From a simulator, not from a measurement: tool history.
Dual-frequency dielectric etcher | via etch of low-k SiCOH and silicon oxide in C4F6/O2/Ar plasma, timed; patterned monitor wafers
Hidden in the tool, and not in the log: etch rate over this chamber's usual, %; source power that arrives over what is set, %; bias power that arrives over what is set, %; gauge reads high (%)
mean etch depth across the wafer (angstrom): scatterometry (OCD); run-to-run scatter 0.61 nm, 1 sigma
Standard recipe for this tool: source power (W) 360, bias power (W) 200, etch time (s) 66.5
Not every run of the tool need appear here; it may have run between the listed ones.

run    hour  source power (W)  bias power (W)  etch time (s)  wafers since the last listed run  hours since the last wet clean  hours since the last source power generator calibration  hours since the last bias power generator calibration  hours since the last upper electrode change  hours since the gauge calibration  read-back reference wafer on the same gauge, depth_nm  mean etch depth across the wafer (angstrom)
  1     0.0               360             200           66.5                                 0                            15.1                                                   2987.7                                                 3238.7                                       2971.1                              969.9                                                  165.1                                         1916
  2    24.7               360             200           66.5                               432                            39.8                                                   3012.4                                                 3263.4                                       2995.8                              994.6                                                  164.9                                         1903
  3    95.4               360             200           66.5                              1238                           110.5                                                   3083.1                                                 3334.1                                       3066.5                             1065.3                                                  165.0                                         1909
  4   127.0               360             200           66.5                               553                           142.1                                                   3114.7                                                 3365.7                                       3098.1                             1096.9                                                  165.1                                         1914
  5   194.2               360             200           66.5                              1177                           209.3                                                   3181.9                                                 3432.9                                       3165.3                             1164.1                                                  165.1                                         1914
  6   249.3               360             200           66.5                               965                           264.4                                                   3237.0                                                 3488.0                                       3220.4                             1219.2                                                  165.0                                         1917
      324.8  -- upper electrode replaced
  7   325.3               430             200           59.5                               910                           340.4                                                   3313.0                                                 3564.0                                          0.5                             1295.2                                                  164.9                                         1863
  8   328.8               430             200           59.5                                61                           343.9                                                   3316.5                                                 3567.5                                          4.0                             1298.7                                                  165.1                                         1871
  9   389.2               430             200           59.5                              1058                           404.3                                                   3376.9                                                 3627.9                                         64.4                             1359.1                                                  164.9                                         1861
 10   441.2               360             179           66.5                               910                           456.3                                                   3428.9                                                 3679.9                                        116.4                             1411.1                                                  164.9                                         1859
      486.7  -- source power generator calibrated
 11   487.2               360             179           66.5                               735                           502.3                                                      0.5                                                 3725.9                                        162.4                             1457.1                                                  164.9                                         1817
      489.5  -- gauge calibrated
 12   517.9               360             200           66.5                               537                           533.0                                                     31.2                                                 3756.6                                        193.1                               28.4                                                  165.1                                         1872
      554.5  -- wet clean of the chamber
 13   555.0               360             200           50.5                               229                             0.5                                                     68.3                                                 3793.7                                        230.2                               65.5                                                  164.9                                         1427
      599.8  -- bias power generator calibrated
 14   612.8               410             200           47.0                               942                            58.3                                                    126.1                                                   13.0                                        288.0                              123.3                                                  164.9                                         1402
 15   676.2               280             237           50.5                              1110                           121.7                                                    189.5                                                   76.4                                        351.4                              186.7                                                  165.0                                         1341
 16   719.7               360             200           66.5                               762                           165.2                                                    233.0                                                  119.9                                        394.9                              230.2                                                  164.9                                         1865
 17   776.6               310             164           58.5                               996                           222.1                                                    289.9                                                  176.8                                        451.8                              287.1                                                  165.0                                         1434
 18   818.2               330             214           74.5                               728                           263.7                                                    331.5                                                  218.4                                        493.4                              328.7                                                  165.1                                         2050
 19   863.2               360             200           59.5                               788                           308.7                                                    376.5                                                  263.4                                        538.4                              373.7                                                  164.9                                         1671
 20   894.9               320             245           66.5                               555                           340.4                                                    408.2                                                  295.1                                        570.1                              405.4                                                  164.9                                         1897
 21   930.7               310             200           66.5                               627                           376.2                                                    444.0                                                  330.9                                        605.9                              441.2                                                  165.1                                         1751
 22   967.1               410             200           60.5                               637                           412.6                                                    480.4                                                  367.3                                        642.3                              477.6                                                  164.9                                         1791
     1017.7  -- wet clean of the chamber
 23  1023.4               360             200           66.5                               565                             5.7                                                    536.7                                                  423.6                                        698.6                              533.9                                                  164.9                                         1872
 24  1094.3               360             200           66.5                              1242                            76.6                                                    607.6                                                  494.5                                        769.5                              604.8                                                  165.1                                         1875
 25  1121.2               360             200           66.5                               471                           103.5                                                    634.5                                                  521.4                                        796.4                              631.7                                                  165.0                                         1870
 26  1179.8               360             200           66.5                              1026                           162.1                                                    693.1                                                  580.0                                        855.0                              690.3                                                  164.9                                         1877
 27  1227.1               360             200           82.5                               828                           209.4                                                    740.4                                                  627.3                                        902.3                              737.6                                                  165.0                                         2321
 28  1289.4               410             235           82.5                              1091                           271.7                                                    802.7                                                  689.6                                        964.6                              799.9                                                  165.0                                         2604
 29  1319.5               360             200           66.5                               527                           301.8                                                    832.8                                                  719.7                                        994.7                              830.0                                                  165.0                                         1871
 30  1373.2               360             153           84.5                               940                           355.5                                                    886.5                                                  773.4                                       1048.4                              883.7                                                  165.0                                         2191

Consider 4 possible next runs. They are alternatives, not a sequence: every one starts from the tool as it was left by run 30. What does each give?
  A  1373.6               300             200           66.5                                 7                           355.9                                                    886.9                                                  773.8                                       1048.8                              884.1                                                      ?                                            ?
  B  1373.6               360             227           78.0                                 7                           355.9                                                    886.9                                                  773.8                                       1048.8                              884.1                                                      ?                                            ?
  C  1373.6               360             200           72.5                                 7                           355.9                                                    886.9                                                  773.8                                       1048.8                              884.1                                                      ?                                            ?
  D  1373.6               390             234           66.5                                 7                           355.9                                                    886.9                                                  773.8                                       1048.8                              884.1                                                      ?                                            ?

run  read-back reference wafer on the same gauge, depth_nm  mean etch depth across the wafer (angstrom)
  A                                                  165.2                                         1733
  B                                                  165.2                                         2304
  C                                                  165.2                                         2054
  D                                                  165.2                                         2056
What these runs would have given with no unlogged condition in the tool:
run  mean etch depth across the wafer (angstrom)
  A                                         1731
  B                                         2302
  C                                         2053
  D                                         2054

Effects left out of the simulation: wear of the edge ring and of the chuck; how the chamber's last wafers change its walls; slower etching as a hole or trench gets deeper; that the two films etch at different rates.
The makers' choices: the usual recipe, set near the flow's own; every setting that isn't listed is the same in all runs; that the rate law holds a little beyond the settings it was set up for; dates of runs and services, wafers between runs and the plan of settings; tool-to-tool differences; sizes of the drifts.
